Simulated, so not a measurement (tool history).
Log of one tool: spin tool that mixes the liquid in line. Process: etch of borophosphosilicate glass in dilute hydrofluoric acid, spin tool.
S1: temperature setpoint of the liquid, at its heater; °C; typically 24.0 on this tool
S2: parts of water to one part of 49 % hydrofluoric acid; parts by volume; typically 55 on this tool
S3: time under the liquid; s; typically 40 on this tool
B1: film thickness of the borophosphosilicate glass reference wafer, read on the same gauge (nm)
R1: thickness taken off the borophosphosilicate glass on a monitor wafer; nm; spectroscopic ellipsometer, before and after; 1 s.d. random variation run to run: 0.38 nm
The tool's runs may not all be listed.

run	day	S1	S2	S3	B1	R1
1	0.000	24.0	55	60	62.26	64.77
2	1.917	24.0	55	60	62.39	65.40
3	6.096	25.5	55	40	62.57	46.27
4	9.812	24.0	55	40	62.72	44.08
5	14.079	24.0	55	40	62.79	44.93
6	17.871	24.0	65	40	62.92	36.87
7	20.092	24.0	55	40	63.00	44.20
# day 22.742: thermometer replaced
8	23.000	24.0	55	40	63.02	43.80
9	26.771	24.0	55	40	63.09	44.57
10	28.550	20.0	80	35	63.08	21.88
# day 31.529: hydrofluoric acid flow meter replaced
11	32.504	20.0	35	50	63.13	74.86
12	34.379	24.0	55	40	63.22	44.26
# day 34.433: gauge calibrated
13	38.067	27.0	55	30	60.93	35.73
14	40.883	28.0	25	40	61.34	115.64
15	50.258	27.5	85	20	62.35	15.80
16	52.396	28.5	75	55	62.51	51.23

Branching from run 16: 3 alternative next runs. What would each branch give?
A	52.412	22.0	55	40	?	?
B	52.412	20.5	55	50	?	?
C	52.412	25.5	55	30	?	?

run	B1	R1
A	62.52	40.26
B	62.52	47.25
C	62.52	34.86
The same runs, with their run-to-run variation unchanged, on a tool lacking any hidden condition would have given:
run	R1
A	38.64
B	45.36
C	33.46
